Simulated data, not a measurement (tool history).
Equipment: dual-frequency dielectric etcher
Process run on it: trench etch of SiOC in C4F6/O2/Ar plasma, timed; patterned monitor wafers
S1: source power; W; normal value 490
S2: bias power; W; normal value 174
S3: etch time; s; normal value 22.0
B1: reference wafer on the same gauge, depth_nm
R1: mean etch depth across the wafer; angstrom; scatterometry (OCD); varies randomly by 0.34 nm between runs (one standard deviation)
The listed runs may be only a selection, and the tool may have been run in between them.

run,hour,S1,S2,S3,B1,R1
1,0.0,520,174,17.5,51.95,395.3
2,14.5,490,155,22.0,52.21,472.4
3,21.5,490,155,22.0,52.05,473.5
4,32.5,490,155,22.0,52.04,466.6
5,49.9,490,174,23.5,52.14,524.0
6,59.9,490,174,23.5,52.24,519.0
7,71.7,490,174,23.5,52.05,515.9
8,81.8,490,174,22.0,52.09,478.1
9,89.6,490,174,22.0,51.95,492.5
10,106.8,490,174,22.0,52.13,485.0
# hour 116.8: bias power generator calibrated
11,117.3,490,174,22.0,52.16,487.9
12,131.3,490,150,24.0,52.08,510.3
13,148.6,490,133,22.0,52.12,448.9
14,161.1,490,174,22.0,52.14,483.8
15,178.3,410,160,25.5,52.23,514.3
# hour 186.7: source power generator calibrated
# hour 203.4: upper electrode replaced
# hour 225.6: wet clean of the chamber
16,226.1,380,158,23.5,52.15,468.8
17,226.4,390,160,27.0,52.12,539.4
18,226.7,490,174,22.0,52.07,488.9
19,227.0,450,160,26.5,52.00,559.8
20,235.9,580,207,15.5,52.07,377.5
21,250.6,560,174,17.5,52.15,405.2
22,259.3,490,191,19.5,52.03,444.2
23,272.7,490,174,22.0,51.98,490.5
# hour 274.9: gauge calibrated
24,290.5,490,174,22.0,52.25,481.8
25,305.3,420,197,16.5,52.04,362.1
26,320.8,490,206,19.0,52.11,442.8
27,338.2,450,174,22.0,52.02,467.9
28,352.5,490,174,26.0,52.12,569.8
29,363.8,490,212,24.0,52.10,566.4

Below are 5 alternative next runs, each starting from the tool's condition after run 29. Predict each:
A,364.2,490,217,22.0,?,?
B,364.2,450,146,22.0,?,?
C,364.2,570,141,27.0,?,?
D,364.2,490,190,27.0,?,?
E,364.2,450,204,17.0,?,?

run,B1,R1
A,52.32,522.8
B,52.32,451.2
C,52.32,591.9
D,52.32,615.5
E,52.32,385.8
The same runs, with their run-to-run variation unchanged, on a tool lacking any hidden condition would have given:
run,R1
A,522.8
B,451.2
C,591.9
D,615.5
E,385.8
